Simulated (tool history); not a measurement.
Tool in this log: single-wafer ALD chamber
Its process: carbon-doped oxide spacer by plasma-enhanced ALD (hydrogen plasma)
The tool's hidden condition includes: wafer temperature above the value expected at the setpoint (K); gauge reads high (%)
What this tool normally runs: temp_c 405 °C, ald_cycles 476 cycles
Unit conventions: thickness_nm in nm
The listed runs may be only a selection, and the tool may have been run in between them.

| run | day | temp_c | ald_cycles | wafers since the last listed run | hours since the last thermocouple change | hours since the gauge calibration | read-back reference wafer on the same gauge, thickness_nm | thickness_nm |
|---|---|---|---|---|---|---|---|---|
| 1 | 0 | 405 | 476 | 0 | 1379.1 | 70.9 | 28.983 | 25.134 |
| 2 | 1.379 | 405 | 476 | 22 | 1412.2 | 104 | 28.985 | 25.309 |
| 3 | 1.896 | 405 | 476 | 8 | 1424.6 | 116.4 | 28.936 | 25.331 |
| 4 | 3.233 | 405 | 476 | 21 | 1456.7 | 148.5 | 28.898 | 25.24 |
| 5 | 4.612 | 405 | 543 | 22 | 1489.8 | 181.6 | 28.882 | 28.801 |
| 6 | 5.496 | 405 | 543 | 14 | 1511 | 202.8 | 28.811 | 28.744 |
| 7 | 6.242 | 405 | 543 | 12 | 1528.9 | 220.7 | 28.805 | 28.639 |
| 8 | 7.196 | 405 | 476 | 15 | 1551.8 | 243.6 | 28.785 | 25.045 |
|  | 7.533 | thermocouple changed; heater temperature recalibrated |
| 9 | 8.017 | 405 | 476 | 7 | 11.6 | 263.3 | 28.799 | 24.941 |
|  | 8.812 | gauge calibrated |
| 10 | 9.138 | 418 | 571 | 18 | 38.5 | 7.8 | 28.994 | 29.268 |
| 11 | 10.004 | 398 | 476 | 14 | 59.3 | 28.6 | 28.967 | 25.73 |
| 12 | 11.125 | 413 | 433 | 18 | 86.2 | 55.5 | 28.963 | 22.449 |
| 13 | 12.408 | 410 | 382 | 20 | 117 | 86.3 | 28.936 | 19.996 |
| 14 | 13.192 | 405 | 476 | 12 | 135.8 | 105.1 | 28.885 | 25.26 |
| 15 | 14.612 | 414 | 476 | 23 | 169.9 | 139.2 | 28.892 | 24.603 |
| 16 | 15.283 | 415 | 567 | 10 | 186 | 155.3 | 28.862 | 29.113 |
| 17 | 16.162 | 405 | 476 | 14 | 207.1 | 176.4 | 28.858 | 25.323 |

Predict each of these 5 candidate next runs independently; none follows another, all start after run 17:
| A | 16.208 | 405 | 476 | 0 | 208.2 | 177.5 | ? | ? |
| B | 16.208 | 396 | 564 | 0 | 208.2 | 177.5 | ? | ? |
| C | 16.208 | 401 | 476 | 0 | 208.2 | 177.5 | ? | ? |
| D | 16.208 | 412 | 542 | 0 | 208.2 | 177.5 | ? | ? |
| E | 16.208 | 410 | 476 | 0 | 208.2 | 177.5 | ? | ? |

| run | read-back reference wafer on the same gauge, thickness_nm | thickness_nm |
|---|---|---|
| A | 28.866 | 25.035 |
| B | 28.866 | 30.115 |
| C | 28.866 | 25.304 |
| D | 28.866 | 27.972 |
| E | 28.866 | 24.7 |
Take away the tool's hidden state, keep each run's random variation, and the runs would have read:
| run | thickness_nm |
|---|---|
| A | 25.161 |
| B | 30.266 |
| C | 25.431 |
| D | 28.112 |
| E | 24.824 |

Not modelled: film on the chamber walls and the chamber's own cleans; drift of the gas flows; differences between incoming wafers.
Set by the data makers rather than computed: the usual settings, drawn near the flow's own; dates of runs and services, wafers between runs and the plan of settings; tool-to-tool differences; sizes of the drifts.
